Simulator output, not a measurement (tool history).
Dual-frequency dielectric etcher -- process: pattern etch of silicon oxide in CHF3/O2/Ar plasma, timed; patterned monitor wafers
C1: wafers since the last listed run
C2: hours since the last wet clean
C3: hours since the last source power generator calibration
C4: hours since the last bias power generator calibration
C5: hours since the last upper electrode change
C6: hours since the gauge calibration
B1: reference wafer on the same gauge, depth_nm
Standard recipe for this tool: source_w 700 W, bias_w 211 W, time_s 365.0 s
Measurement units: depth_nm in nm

{"run": 1, "hour": 0.0, "source_w": 700, "bias_w": 211, "time_s": 365.0, "C1": 0, "C2": 257.0, "C3": 2265.8, "C4": 3520.4, "C5": 5168.1, "C6": 363.5, "B1": 790.8, "depth_nm": 790.2}
{"run": 2, "hour": 68.1, "source_w": 700, "bias_w": 211, "time_s": 365.0, "C1": 233, "C2": 325.1, "C3": 2333.9, "C4": 3588.5, "C5": 5236.2, "C6": 431.6, "B1": 791.0, "depth_nm": 789.3}
{"run": 3, "hour": 99.6, "source_w": 700, "bias_w": 211, "time_s": 365.0, "C1": 108, "C2": 356.6, "C3": 2365.4, "C4": 3620.0, "C5": 5267.7, "C6": 463.1, "B1": 791.0, "depth_nm": 788.7}
{"hour": 142.0, "done": "wet clean of the chamber"}
{"run": 4, "hour": 158.3, "source_w": 700, "bias_w": 211, "time_s": 365.0, "C1": 119, "C2": 16.3, "C3": 2424.1, "C4": 3678.7, "C5": 5326.4, "C6": 521.8, "B1": 790.9, "depth_nm": 788.7}
{"run": 5, "hour": 221.2, "source_w": 700, "bias_w": 211, "time_s": 365.0, "C1": 215, "C2": 79.2, "C3": 2487.0, "C4": 3741.6, "C5": 5389.3, "C6": 584.7, "B1": 791.2, "depth_nm": 787.6}
{"run": 6, "hour": 256.5, "source_w": 700, "bias_w": 211, "time_s": 365.0, "C1": 121, "C2": 114.5, "C3": 2522.3, "C4": 3776.9, "C5": 5424.6, "C6": 620.0, "B1": 791.4, "depth_nm": 785.8}
{"run": 7, "hour": 301.8, "source_w": 700, "bias_w": 211, "time_s": 365.0, "C1": 155, "C2": 159.8, "C3": 2567.6, "C4": 3822.2, "C5": 5469.9, "C6": 665.3, "B1": 791.1, "depth_nm": 785.8}
{"run": 8, "hour": 345.5, "source_w": 700, "bias_w": 211, "time_s": 365.0, "C1": 150, "C2": 203.5, "C3": 2611.3, "C4": 3865.9, "C5": 5513.6, "C6": 709.0, "B1": 790.9, "depth_nm": 788.0}
{"run": 9, "hour": 369.8, "source_w": 600, "bias_w": 211, "time_s": 291.0, "C1": 83, "C2": 227.8, "C3": 2635.6, "C4": 3890.2, "C5": 5537.9, "C6": 733.3, "B1": 791.1, "depth_nm": 594.8}
{"run": 10, "hour": 415.2, "source_w": 700, "bias_w": 211, "time_s": 365.0, "C1": 155, "C2": 273.2, "C3": 2681.0, "C4": 3935.6, "C5": 5583.3, "C6": 778.7, "B1": 791.1, "depth_nm": 786.3}
{"run": 11, "hour": 475.1, "source_w": 700, "bias_w": 211, "time_s": 365.0, "C1": 205, "C2": 333.1, "C3": 2740.9, "C4": 3995.5, "C5": 5643.2, "C6": 838.6, "B1": 791.0, "depth_nm": 787.5}
{"run": 12, "hour": 521.8, "source_w": 700, "bias_w": 188, "time_s": 365.0, "C1": 160, "C2": 379.8, "C3": 2787.6, "C4": 4042.2, "C5": 5689.9, "C6": 885.3, "B1": 791.0, "depth_nm": 736.5}
{"hour": 553.5, "done": "wet clean of the chamber"}
{"run": 13, "hour": 585.0, "source_w": 700, "bias_w": 188, "time_s": 365.0, "C1": 134, "C2": 31.5, "C3": 2850.8, "C4": 4105.4, "C5": 5753.1, "C6": 948.5, "B1": 790.5, "depth_nm": 734.9}
{"run": 14, "hour": 795.5, "source_w": 850, "bias_w": 211, "time_s": 468.5, "C1": 722, "C2": 242.0, "C3": 3061.3, "C4": 4315.9, "C5": 5963.6, "C6": 1159.0, "B1": 791.3, "depth_nm": 1071.1}
{"run": 15, "hour": 822.0, "source_w": 780, "bias_w": 211, "time_s": 365.0, "C1": 90, "C2": 268.5, "C3": 3087.8, "C4": 4342.4, "C5": 5990.1, "C6": 1185.5, "B1": 791.3, "depth_nm": 807.4}
{"run": 16, "hour": 887.2, "source_w": 600, "bias_w": 211, "time_s": 458.5, "C1": 223, "C2": 333.7, "C3": 3153.0, "C4": 4407.6, "C5": 6055.3, "C6": 1250.7, "B1": 790.6, "depth_nm": 924.1}
{"hour": 900.0, "done": "source power generator calibrated"}
{"hour": 918.9, "done": "wet clean of the chamber"}
{"hour": 936.7, "done": "bias power generator calibrated"}
{"run": 17, "hour": 947.2, "source_w": 600, "bias_w": 249, "time_s": 308.0, "C1": 113, "C2": 28.3, "C3": 47.2, "C4": 10.5, "C5": 6115.3, "C6": 1310.7, "B1": 791.3, "depth_nm": 715.9}
{"hour": 958.4, "done": "gauge calibrated"}
{"hour": 972.9, "done": "upper electrode replaced"}
{"run": 18, "hour": 990.4, "source_w": 860, "bias_w": 254, "time_s": 312.0, "C1": 65, "C2": 71.5, "C3": 90.4, "C4": 53.7, "C5": 17.5, "C6": 32.0, "B1": 790.9, "depth_nm": 829.0}
{"run": 19, "hour": 1039.1, "source_w": 600, "bias_w": 211, "time_s": 365.0, "C1": 167, "C2": 120.2, "C3": 139.1, "C4": 102.4, "C5": 66.2, "C6": 80.7, "B1": 790.7, "depth_nm": 774.8}
{"run": 20, "hour": 1082.2, "source_w": 700, "bias_w": 211, "time_s": 365.0, "C1": 147, "C2": 163.3, "C3": 182.2, "C4": 145.5, "C5": 109.3, "C6": 123.8, "B1": 791.0, "depth_nm": 817.2}
{"run": 21, "hour": 1147.1, "source_w": 700, "bias_w": 211, "time_s": 365.0, "C1": 222, "C2": 228.2, "C3": 247.1, "C4": 210.4, "C5": 174.2, "C6": 188.7, "B1": 791.2, "depth_nm": 813.0}
{"run": 22, "hour": 1177.0, "source_w": 700, "bias_w": 211, "time_s": 365.0, "C1": 102, "C2": 258.1, "C3": 277.0, "C4": 240.3, "C5": 204.1, "C6": 218.6, "B1": 790.9, "depth_nm": 815.5}
{"run": 23, "hour": 1210.1, "source_w": 870, "bias_w": 211, "time_s": 365.0, "C1": 113, "C2": 291.2, "C3": 310.1, "C4": 273.4, "C5": 237.2, "C6": 251.7, "B1": 791.5, "depth_nm": 879.0}
{"hour": 1286.6, "done": "wet clean of the chamber"}
{"run": 24, "hour": 1287.1, "source_w": 530, "bias_w": 228, "time_s": 268.5, "C1": 181, "C2": 0.5, "C3": 387.1, "C4": 350.4, "C5": 314.2, "C6": 328.7, "B1": 791.1, "depth_nm": 566.9}
{"run": 25, "hour": 1314.4, "source_w": 700, "bias_w": 194, "time_s": 460.0, "C1": 93, "C2": 27.8, "C3": 414.4, "C4": 377.7, "C5": 341.5, "C6": 356.0, "B1": 791.1, "depth_nm": 975.8}
{"run": 26, "hour": 1360.5, "source_w": 700, "bias_w": 211, "time_s": 365.0, "C1": 158, "C2": 73.9, "C3": 460.5, "C4": 423.8, "C5": 387.6, "C6": 402.1, "B1": 791.3, "depth_nm": 813.0}

What if the next run were any one of these 3? Each begins from the tool's condition after run 26:
{"run": "A", "hour": 1361.0, "source_w": 700, "bias_w": 211, "time_s": 365.0, "C1": 1, "C2": 74.4, "C3": 461.0, "C4": 424.3, "C5": 388.1, "C6": 402.6, "B1": "?", "depth_nm": "?"}
{"run": "B", "hour": 1361.0, "source_w": 600, "bias_w": 242, "time_s": 469.5, "C1": 1, "C2": 74.4, "C3": 461.0, "C4": 424.3, "C5": 388.1, "C6": 402.6, "B1": "?", "depth_nm": "?"}
{"run": "C", "hour": 1361.0, "source_w": 770, "bias_w": 233, "time_s": 284.0, "C1": 1, "C2": 74.4, "C3": 461.0, "C4": 424.3, "C5": 388.1, "C6": 402.6, "B1": "?", "depth_nm": "?"}

run=A B1=791.0 depth_nm=812.1
run=B B1=791.0 depth_nm=1066.0
run=C B1=791.0 depth_nm=689.4
What these runs would have given with no unlogged condition in the tool:
run=A depth_nm=819.4
run=B depth_nm=1075.7
run=C depth_nm=695.7
